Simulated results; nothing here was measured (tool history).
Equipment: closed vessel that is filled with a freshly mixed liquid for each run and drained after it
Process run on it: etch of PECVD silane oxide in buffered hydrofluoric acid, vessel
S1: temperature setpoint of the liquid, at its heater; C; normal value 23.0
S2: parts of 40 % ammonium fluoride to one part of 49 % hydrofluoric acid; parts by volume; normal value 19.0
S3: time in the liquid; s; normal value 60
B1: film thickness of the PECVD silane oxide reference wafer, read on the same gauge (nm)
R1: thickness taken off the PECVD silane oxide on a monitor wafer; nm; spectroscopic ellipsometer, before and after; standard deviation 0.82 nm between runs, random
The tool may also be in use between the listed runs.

run,hour,S1,S2,S3,B1,R1
1,0.0,23.0,19.0,60,100.01,139.35
2,303.2,26.5,15.5,60,100.00,208.12
3,388.6,26.5,15.5,60,100.02,209.37
4,484.5,23.0,19.0,60,100.00,141.88
5,525.5,23.0,19.0,60,99.99,144.07
6,632.5,23.0,19.0,60,99.98,143.78
7,672.2,23.0,19.0,60,100.03,145.17
8,769.9,23.0,19.0,60,100.02,144.74
9,866.4,23.0,19.0,60,100.03,146.34
10,912.0,23.0,19.0,60,100.01,146.41
# hour 951.5: gauge calibrated
11,995.6,23.0,16.5,80,100.02,222.82
12,1101.2,23.0,16.5,80,100.03,225.73
13,1276.0,27.0,24.0,50,99.99,127.23
14,1345.5,23.0,19.0,60,100.02,149.24

Forecast run 15:
15,1421.7,20.0,19.0,85,?,?

B1: 100.01
R1: 176.70 nm
The same run, on a tool lacking any hidden state, would have yielded R1 162.46 nm.
